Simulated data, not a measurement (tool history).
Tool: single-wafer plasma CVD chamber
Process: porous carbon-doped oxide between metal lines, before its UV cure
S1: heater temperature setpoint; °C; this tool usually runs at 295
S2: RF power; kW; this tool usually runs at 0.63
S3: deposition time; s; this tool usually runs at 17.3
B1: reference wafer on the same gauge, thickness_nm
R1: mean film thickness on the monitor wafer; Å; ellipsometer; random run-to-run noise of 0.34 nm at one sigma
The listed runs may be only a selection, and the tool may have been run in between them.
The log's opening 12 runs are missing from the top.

run 13 hour=272.1 | S1=295 S2=0.63 S3=17.3 | B1=134.064 | R1=1213.37
run 14 hour=374.9 | S1=295 S2=0.63 S3=17.3 | B1=133.92 | R1=1217.89
run 15 hour=424.3 | S1=306 S2=0.63 S3=17.3 | B1=134.138 | R1=1127.45
run 16 hour=458.2 | S1=295 S2=0.63 S3=17.3 | B1=134.027 | R1=1212.35
-- hour=480.3 showerhead replaced
run 17 hour=480.8 | S1=295 S2=0.63 S3=17.3 | B1=133.928 | R1=1212.27
run 18 hour=499.9 | S1=287 S2=0.63 S3=17.3 | B1=134.002 | R1=1282.53
-- hour=500.6 gauge calibrated
run 19 hour=514.3 | S1=295 S2=0.705 S3=17.3 | B1=134.077 | R1=1345.37
-- hour=526.9 RF generator calibrated
-- hour=546.5 thermocouple changed; heater temperature recalibrated
run 20 hour=557.7 | S1=295 S2=0.63 S3=17.3 | B1=134.098 | R1=1165.63
run 21 hour=642.4 | S1=295 S2=0.63 S3=17.3 | B1=133.967 | R1=1162.46
run 22 hour=677.9 | S1=295 S2=0.565 S3=18.8 | B1=133.996 | R1=1133.43
-- hour=702.2 RF generator calibrated, repeated, since the last time left the tool worse
run 23 hour=704.5 | S1=284 S2=0.725 S3=19.4 | B1=134.115 | R1=1729.67
run 24 hour=725.4 | S1=287 S2=0.63 S3=14.4 | B1=133.935 | R1=1113.95

Expected results for the next run?
run 25 hour=741.7 | S1=295 S2=0.63 S3=17.3 | B1=? | R1=?

Run 25 gave B1 134.077, R1 1258.85 Å.
Minus the tool's unlogged condition, the same run would have read R1 1262.53 Å.
